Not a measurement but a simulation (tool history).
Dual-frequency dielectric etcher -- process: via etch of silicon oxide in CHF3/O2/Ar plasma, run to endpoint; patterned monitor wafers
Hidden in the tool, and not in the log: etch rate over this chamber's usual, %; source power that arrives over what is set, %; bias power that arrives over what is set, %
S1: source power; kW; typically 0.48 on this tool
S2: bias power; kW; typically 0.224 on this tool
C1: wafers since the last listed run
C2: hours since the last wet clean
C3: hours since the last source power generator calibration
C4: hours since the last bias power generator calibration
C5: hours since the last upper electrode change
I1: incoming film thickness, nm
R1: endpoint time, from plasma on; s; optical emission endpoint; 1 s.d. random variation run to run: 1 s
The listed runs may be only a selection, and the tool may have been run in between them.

run 1 day=0 | S1=0.43 S2=0.224 | C1=0 C2=199.5 C3=1748.1 C4=1591.2 C5=5783.9 | I1=690.8 | R1=348.7
run 2 day=0.354 | S1=0.48 S2=0.224 | C1=25 C2=208 C3=1756.6 C4=1599.7 C5=5792.4 | I1=692.1 | R1=334.1
run 3 day=0.683 | S1=0.48 S2=0.224 | C1=23 C2=215.9 C3=1764.5 C4=1607.6 C5=5800.3 | I1=689.9 | R1=331.6
run 4 day=2.288 | S1=0.48 S2=0.224 | C1=115 C2=254.4 C3=1803 C4=1646.1 C5=5838.8 | I1=687.1 | R1=328.4
run 5 day=2.717 | S1=0.48 S2=0.224 | C1=30 C2=264.7 C3=1813.3 C4=1656.4 C5=5849.1 | I1=695.5 | R1=333.5
run 6 day=3.229 | S1=0.48 S2=0.224 | C1=36 C2=277 C3=1825.6 C4=1668.7 C5=5861.4 | I1=691.8 | R1=331.5
run 7 day=3.85 | S1=0.48 S2=0.224 | C1=44 C2=291.9 C3=1840.5 C4=1683.6 C5=5876.3 | I1=683.2 | R1=325.7
-- day=4.125 source power generator calibrated
-- day=4.675 bias power generator calibrated
-- day=5.242 upper electrode replaced
run 8 day=5.262 | S1=0.6 S2=0.196 | C1=36 C2=325.8 C3=27.3 C4=14.1 C5=0.5 | I1=688.3 | R1=314.7
run 9 day=5.283 | S1=0.52 S2=0.274 | C1=1 C2=326.3 C3=27.8 C4=14.6 C5=1 | I1=694.9 | R1=297.4
run 10 day=5.3 | S1=0.38 S2=0.275 | C1=1 C2=326.7 C3=28.2 C4=15 C5=1.4 | I1=689 | R1=331.7
-- day=6.6 wet clean of the chamber
run 11 day=6.621 | S1=0.38 S2=0.224 | C1=23 C2=0.5 C3=59.9 C4=46.7 C5=33.1 | I1=688.3 | R1=374.9
run 12 day=6.638 | S1=0.43 S2=0.275 | C1=1 C2=0.9 C3=60.3 C4=47.1 C5=33.5 | I1=688.6 | R1=332.4
run 13 day=6.658 | S1=0.48 S2=0.224 | C1=1 C2=1.4 C3=60.8 C4=47.6 C5=34 | I1=689.9 | R1=341.2
run 14 day=8.817 | S1=0.58 S2=0.198 | C1=155 C2=53.2 C3=112.6 C4=99.4 C5=85.8 | I1=685 | R1=327.4

For each entry between runs, how does the tool's hidden state at the last listed run before it compare with that at the first listed run after it?
Logged between run 7 and run 8: source power generator calibrated (day 4.125); bias power generator calibrated (day 4.675); upper electrode replaced (day 5.242)
  etch rate over this chamber's usual, %: 3.61 -> 3.99
  difference, measured minus the result without the unlogged condition, R1: -11.7 -> -12.6 s
Logged between run 10 and run 11: wet clean of the chamber (day 6.6)
  etch rate over this chamber's usual, %: 4 -> -0.179
  difference, measured minus the result without the unlogged condition, R1: -13.2 -> +0.7 s
